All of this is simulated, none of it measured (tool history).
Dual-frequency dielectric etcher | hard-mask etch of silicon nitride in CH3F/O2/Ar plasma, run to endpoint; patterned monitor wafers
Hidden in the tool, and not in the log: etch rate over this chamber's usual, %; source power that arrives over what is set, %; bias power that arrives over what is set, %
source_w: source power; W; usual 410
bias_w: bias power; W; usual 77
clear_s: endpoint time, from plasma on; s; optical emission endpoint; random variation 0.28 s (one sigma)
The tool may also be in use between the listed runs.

run    hour  source_w  bias_w  wafers since the last listed run  hours since the last wet clean  hours since the last source power generator calibration  hours since the last bias power generator calibration  hours since the last upper electrode change  incoming incoming film thickness, nm  clear_s
  1     0.0       380      72                                 0                            70.5                                                   3583.8                                                 3692.6                                       3391.1                                  52.2     71.8
  2   107.8       380      72                               953                           178.3                                                   3691.6                                                 3800.4                                       3498.9                                  51.6     70.1
  3   182.2       380      72                               658                           252.7                                                   3766.0                                                 3874.8                                       3573.3                                  51.8     70.8
  4   253.7       410      77                               632                           324.2                                                   3837.5                                                 3946.3                                       3644.8                                  52.2     68.4
      314.5  -- wet clean of the chamber
  5   315.0       410      77                               330                             0.5                                                   3898.8                                                 4007.6                                       3706.1                                  52.1     69.3
  6   362.7       410      77                               422                            48.2                                                   3946.5                                                 4055.3                                       3753.8                                  51.4     67.9
  7   434.0       410      77                               630                           119.5                                                   4017.8                                                 4126.6                                       3825.1                                  51.4     67.6
  8   474.6       410      77                               359                           160.1                                                   4058.4                                                 4167.2                                       3865.7                                  51.7     67.4
      558.3  -- bias power generator calibrated
  9   569.6       350      77                               805                           255.1                                                   4153.4                                                   11.3                                       3960.7                                  52.0     70.9
 10   618.5       470      77                               432                           304.0                                                   4202.3                                                   60.2                                       4009.6                                  51.9     64.8
      649.0  -- upper electrode replaced
      700.3  -- wet clean of the chamber
 11   700.8       410      95                               303                             0.5                                                   4284.6                                                  142.5                                         51.8                                  51.5     64.2
      710.1  -- source power generator calibrated
 12   769.3       320      62                               570                            69.0                                                     59.2                                                  211.0                                        120.3                                  51.4     76.7
 13   822.2       460      71                               468                           121.9                                                    112.1                                                  263.9                                        173.2                                  51.9     67.6
 14   892.7       480      86                               623                           192.4                                                    182.6                                                  334.4                                        243.7                                  51.7     63.4
 15   949.9       410      77                               506                           249.6                                                    239.8                                                  391.6                                        300.9                                  52.5     69.3
 16  1010.8       410      77                               538                           310.5                                                    300.7                                                  452.5                                        361.8                                  52.1     68.2

Forecast each of these 3 alternatives for the next run:
  A  1011.2       410      71                                 3                           310.9                                                    301.1                                                  452.9                                        362.2                                  51.6        ?
  B  1011.2       480      77                                 3                           310.9                                                    301.1                                                  452.9                                        362.2                                  51.6        ?
  C  1011.2       410      83                                 3                           310.9                                                    301.1                                                  452.9                                        362.2                                  51.6        ?

run  clear_s
  A     69.2
  B     64.8
  C     66.3
Without the tool's hidden state the same runs would have given:
run  clear_s
  A     70.1
  B     65.6
  C     67.1
